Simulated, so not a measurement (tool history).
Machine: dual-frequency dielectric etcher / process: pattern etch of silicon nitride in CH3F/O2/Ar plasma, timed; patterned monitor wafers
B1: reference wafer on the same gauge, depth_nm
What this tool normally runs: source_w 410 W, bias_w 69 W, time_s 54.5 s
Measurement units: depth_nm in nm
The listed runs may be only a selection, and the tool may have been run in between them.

{"run": 1, "hour": 0.0, "source_w": 410, "bias_w": 69, "time_s": 54.5, "B1": 43.41, "depth_nm": 36.72}
{"run": 2, "hour": 52.7, "source_w": 410, "bias_w": 69, "time_s": 54.5, "B1": 43.45, "depth_nm": 36.67}
{"hour": 86.7, "done": "wet clean of the chamber"}
{"run": 3, "hour": 103.9, "source_w": 410, "bias_w": 69, "time_s": 54.5, "B1": 43.43, "depth_nm": 35.26}
{"run": 4, "hour": 135.9, "source_w": 410, "bias_w": 69, "time_s": 54.5, "B1": 43.41, "depth_nm": 35.54}
{"run": 5, "hour": 203.2, "source_w": 410, "bias_w": 69, "time_s": 54.5, "B1": 43.28, "depth_nm": 35.92}
{"run": 6, "hour": 269.6, "source_w": 410, "bias_w": 69, "time_s": 54.5, "B1": 43.43, "depth_nm": 35.13}
{"run": 7, "hour": 318.5, "source_w": 470, "bias_w": 69, "time_s": 54.5, "B1": 43.5, "depth_nm": 37.82}
{"hour": 347.3, "done": "upper electrode replaced"}
{"hour": 353.3, "done": "bias power generator calibrated"}
{"hour": 402.1, "done": "wet clean of the chamber, repeated, since the last time left the tool worse"}
{"run": 8, "hour": 402.6, "source_w": 470, "bias_w": 69, "time_s": 54.5, "B1": 43.33, "depth_nm": 39.88}
{"run": 9, "hour": 434.6, "source_w": 410, "bias_w": 69, "time_s": 54.5, "B1": 43.43, "depth_nm": 37.44}
{"run": 10, "hour": 495.0, "source_w": 410, "bias_w": 69, "time_s": 54.5, "B1": 43.39, "depth_nm": 37.26}
{"run": 11, "hour": 564.9, "source_w": 410, "bias_w": 69, "time_s": 54.5, "B1": 43.38, "depth_nm": 37.13}
{"run": 12, "hour": 607.8, "source_w": 380, "bias_w": 62, "time_s": 54.5, "B1": 43.44, "depth_nm": 35.03}
{"hour": 638.0, "done": "gauge calibrated"}
{"run": 13, "hour": 642.3, "source_w": 410, "bias_w": 69, "time_s": 54.5, "B1": 43.37, "depth_nm": 37.09}
{"hour": 664.1, "done": "source power generator calibrated"}
{"run": 14, "hour": 702.5, "source_w": 410, "bias_w": 75, "time_s": 66.0, "B1": 43.39, "depth_nm": 44.91}
{"run": 15, "hour": 745.3, "source_w": 410, "bias_w": 69, "time_s": 54.5, "B1": 43.34, "depth_nm": 36.83}
{"run": 16, "hour": 777.3, "source_w": 410, "bias_w": 69, "time_s": 54.5, "B1": 43.41, "depth_nm": 36.73}
{"hour": 856.7, "done": "wet clean of the chamber"}
{"run": 17, "hour": 857.2, "source_w": 350, "bias_w": 53, "time_s": 63.5, "B1": 43.3, "depth_nm": 38.7}
{"run": 18, "hour": 885.4, "source_w": 410, "bias_w": 54, "time_s": 54.5, "B1": 43.44, "depth_nm": 36.13}
{"run": 19, "hour": 934.2, "source_w": 410, "bias_w": 69, "time_s": 54.5, "B1": 43.46, "depth_nm": 37.07}
{"run": 20, "hour": 1057.9, "source_w": 320, "bias_w": 69, "time_s": 67.0, "B1": 43.41, "depth_nm": 40.27}
{"run": 21, "hour": 1092.9, "source_w": 480, "bias_w": 82, "time_s": 45.5, "B1": 43.44, "depth_nm": 34.64}
{"run": 22, "hour": 1157.0, "source_w": 340, "bias_w": 61, "time_s": 41.5, "B1": 43.35, "depth_nm": 25.09}
{"run": 23, "hour": 1208.1, "source_w": 410, "bias_w": 69, "time_s": 54.5, "B1": 43.37, "depth_nm": 36.62}
{"hour": 1278.1, "done": "wet clean of the chamber"}
{"run": 24, "hour": 1278.6, "source_w": 490, "bias_w": 59, "time_s": 65.0, "B1": 43.46, "depth_nm": 47.8}
{"run": 25, "hour": 1312.7, "source_w": 410, "bias_w": 77, "time_s": 60.5, "B1": 43.3, "depth_nm": 42.52}
{"run": 26, "hour": 1377.3, "source_w": 320, "bias_w": 69, "time_s": 38.5, "B1": 43.4, "depth_nm": 23.52}
{"run": 27, "hour": 1409.3, "source_w": 500, "bias_w": 55, "time_s": 59.5, "B1": 43.29, "depth_nm": 43.03}
{"run": 28, "hour": 1469.7, "source_w": 470, "bias_w": 69, "time_s": 42.0, "B1": 43.37, "depth_nm": 30.57}
{"run": 29, "hour": 1521.5, "source_w": 410, "bias_w": 69, "time_s": 54.5, "B1": 43.35, "depth_nm": 37.26}

Branching from run 29: 4 alternative next runs. What would each branch give?
{"run": "A", "hour": 1521.9, "source_w": 450, "bias_w": 69, "time_s": 54.5, "B1": "?", "depth_nm": "?"}
{"run": "B", "hour": 1521.9, "source_w": 410, "bias_w": 83, "time_s": 54.5, "B1": "?", "depth_nm": "?"}
{"run": "C", "hour": 1521.9, "source_w": 500, "bias_w": 69, "time_s": 67.5, "B1": "?", "depth_nm": "?"}
{"run": "D", "hour": 1521.9, "source_w": 480, "bias_w": 69, "time_s": 45.0, "B1": "?", "depth_nm": "?"}

run=A B1=43.44 depth_nm=38.60
run=B B1=43.44 depth_nm=38.22
run=C B1=43.44 depth_nm=50.21
run=D B1=43.44 depth_nm=32.85
Without the tool's unlogged condition, the same runs would have read:
run=A depth_nm=39.12
run=B depth_nm=38.73
run=C depth_nm=50.88
run=D depth_nm=33.29
